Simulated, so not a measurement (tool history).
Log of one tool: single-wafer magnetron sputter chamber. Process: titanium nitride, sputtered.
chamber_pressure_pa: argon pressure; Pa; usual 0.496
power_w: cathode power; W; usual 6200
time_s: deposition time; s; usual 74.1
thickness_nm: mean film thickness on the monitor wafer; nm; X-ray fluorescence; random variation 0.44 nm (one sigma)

| run | hour | chamber_pressure_pa | power_w | time_s | wafers since the last listed run | wafers on the sputter target | hours since the last manometer calibration | hours since the magnet pack was replaced | hours since the gauge calibration | read-back reference wafer on the same gauge, thickness_nm | thickness_nm |
|---|---|---|---|---|---|---|---|---|---|---|---|
| 1 | 0 | 0.496 | 6200 | 74.1 | 0 | 8 | 1807 | 7538 | 383.4 | 72.371 | 80.722 |
| 2 | 25.7 | 0.496 | 6200 | 74.1 | 452 | 460 | 1832.7 | 7563.7 | 409.1 | 72.35 | 79.573 |
| 3 | 51.1 | 0.496 | 6200 | 74.1 | 447 | 908 | 1858.1 | 7589.1 | 434.5 | 72.195 | 77.793 |
| 4 | 68.5 | 0.496 | 6200 | 74.1 | 306 | 1214 | 1875.5 | 7606.5 | 451.9 | 72.342 | 77.792 |
| 5 | 96.5 | 0.496 | 6200 | 74.1 | 492 | 1707 | 1903.5 | 7634.5 | 479.9 | 72.254 | 77.185 |
| 6 | 123.4 | 0.496 | 5100 | 74.1 | 473 | 2180 | 1930.4 | 7661.4 | 506.8 | 72.354 | 65.436 |
| 7 | 158.8 | 0.496 | 5100 | 74.1 | 623 | 2803 | 1965.8 | 7696.8 | 542.2 | 72.336 | 65.616 |
| 8 | 182.8 | 0.496 | 6200 | 74.1 | 422 | 3226 | 1989.8 | 7720.8 | 566.2 | 72.292 | 75.128 |
| 9 | 210.6 | 0.496 | 5450 | 74.1 | 489 | 3715 | 2017.6 | 7748.6 | 594 | 72.288 | 68.854 |
|  | 231.8 | sputter target and shields replaced |
| 10 | 234 | 0.563 | 6200 | 74.1 | 271 | 38 | 2041 | 7772 | 617.4 | 72.349 | 79.493 |
| 11 | 260.9 | 0.496 | 6200 | 74.1 | 473 | 511 | 2067.9 | 7798.9 | 644.3 | 72.325 | 79.634 |
| 12 | 275.3 | 0.496 | 6200 | 74.1 | 253 | 765 | 2082.3 | 7813.3 | 658.7 | 72.376 | 78.399 |
| 13 | 289.6 | 0.496 | 6200 | 74.1 | 251 | 1017 | 2096.6 | 7827.6 | 673 | 72.412 | 77.805 |
| 14 | 303.1 | 0.496 | 5500 | 74.1 | 237 | 1254 | 2110.1 | 7841.1 | 686.5 | 72.186 | 70.976 |
| 15 | 330.2 | 0.496 | 6200 | 74.1 | 477 | 1731 | 2137.2 | 7868.2 | 713.6 | 72.251 | 76.983 |
| 16 | 347.7 | 0.347 | 6200 | 66.2 | 308 | 2039 | 2154.7 | 7885.7 | 731.1 | 72.398 | 71.393 |
| 17 | 359.8 | 0.496 | 6200 | 74.1 | 212 | 2252 | 2166.8 | 7897.8 | 743.2 | 72.285 | 76.593 |
|  | 431 | sputter target and shields replaced |
| 18 | 435.8 | 0.442 | 7600 | 67.7 | 1196 | 85 | 2242.8 | 7973.8 | 819.2 | 72.483 | 88.01 |
|  | 442.6 | gauge calibrated |
|  | 465.8 | capacitance manometer re-zeroed and calibrated |
|  | 473.9 | magnet pack replaced, of another model than before |
| 19 | 478.7 | 0.496 | 4850 | 74.1 | 473 | 558 | 12.9 | 4.8 | 36.1 | 72.212 | 65.568 |
| 20 | 499.9 | 0.378 | 5050 | 78.6 | 373 | 931 | 34.1 | 26 | 57.3 | 72.245 | 72.613 |
| 21 | 531.6 | 0.563 | 6200 | 74.1 | 557 | 1489 | 65.8 | 57.7 | 89 | 72.114 | 75.437 |
| 22 | 555.2 | 0.617 | 6850 | 74.1 | 415 | 1905 | 89.4 | 81.3 | 112.6 | 72.18 | 80.798 |
| 23 | 569.8 | 0.425 | 6200 | 74.1 | 256 | 2162 | 104 | 95.9 | 127.2 | 72.42 | 77.281 |
| 24 | 586.2 | 0.496 | 6200 | 74.1 | 288 | 2450 | 120.4 | 112.3 | 143.6 | 72.313 | 76.165 |
| 25 | 620.8 | 0.496 | 6200 | 74.1 | 609 | 3059 | 155 | 146.9 | 178.2 | 72.228 | 76.427 |
| 26 | 648.2 | 0.601 | 7450 | 80.3 | 482 | 3542 | 182.4 | 174.3 | 205.6 | 72.447 | 92.812 |
|  | 664.6 | sputter target and shields replaced |
| 27 | 671.3 | 0.378 | 6600 | 65.5 | 265 | 117 | 205.5 | 197.4 | 228.7 | 72.251 | 74.283 |
| 28 | 701.1 | 0.496 | 6200 | 66.5 | 524 | 641 | 235.3 | 227.2 | 258.5 | 72.274 | 70.452 |
| 29 | 726.8 | 0.664 | 7550 | 67.9 | 452 | 1094 | 261 | 252.9 | 284.2 | 72.256 | 80.209 |
| 30 | 755.9 | 0.681 | 7500 | 74.1 | 512 | 1606 | 290.1 | 282 | 313.3 | 72.407 | 86.218 |
| 31 | 769 | 0.347 | 6200 | 66.2 | 230 | 1837 | 303.2 | 295.1 | 326.4 | 72.356 | 69.398 |
| 32 | 787.7 | 0.587 | 5250 | 63.1 | 329 | 2166 | 321.9 | 313.8 | 345.1 | 72.383 | 55.926 |
| 33 | 800 | 0.671 | 4850 | 67.2 | 216 | 2382 | 334.2 | 326.1 | 357.4 | 72.395 | 55.65 |
| 34 | 828.3 | 0.496 | 6200 | 74.1 | 498 | 2880 | 362.5 | 354.4 | 385.7 | 72.527 | 75.696 |
| 35 | 848.4 | 0.316 | 7000 | 69.1 | 353 | 3234 | 382.6 | 374.5 | 405.8 | 72.279 | 79.634 |

The same runs without the tool's hidden state, with the same run-to-run variation:
The hidden state here: deposition rate above that of a new target (%); true argon pressure above the setpoint (%); gauge reads high (%).
| run | thickness_nm |
|---|---|
| 1 | 81.123 |
| 2 | 81.427 |
| 3 | 80.649 |
| 4 | 81.198 |
| 5 | 81.23 |
| 6 | 69.251 |
| 7 | 69.785 |
| 8 | 80.082 |
| 9 | 73.533 |
| 10 | 79.637 |
| 11 | 81.254 |
| 12 | 80.601 |
| 13 | 80.495 |
| 14 | 73.796 |
| 15 | 80.664 |
| 16 | 75.088 |
| 17 | 80.73 |
| 18 | 88.69 |
| 19 | 67.808 |
| 20 | 75.735 |
| 21 | 79.401 |
| 22 | 85.448 |
| 23 | 81.917 |
| 24 | 80.906 |
| 25 | 81.446 |
| 26 | 99.076 |
| 27 | 75.635 |
| 28 | 73.12 |
| 29 | 84.223 |
| 30 | 91.383 |
| 31 | 73.791 |
| 32 | 59.69 |
| 33 | 59.514 |
| 34 | 81.243 |
| 35 | 85.627 |
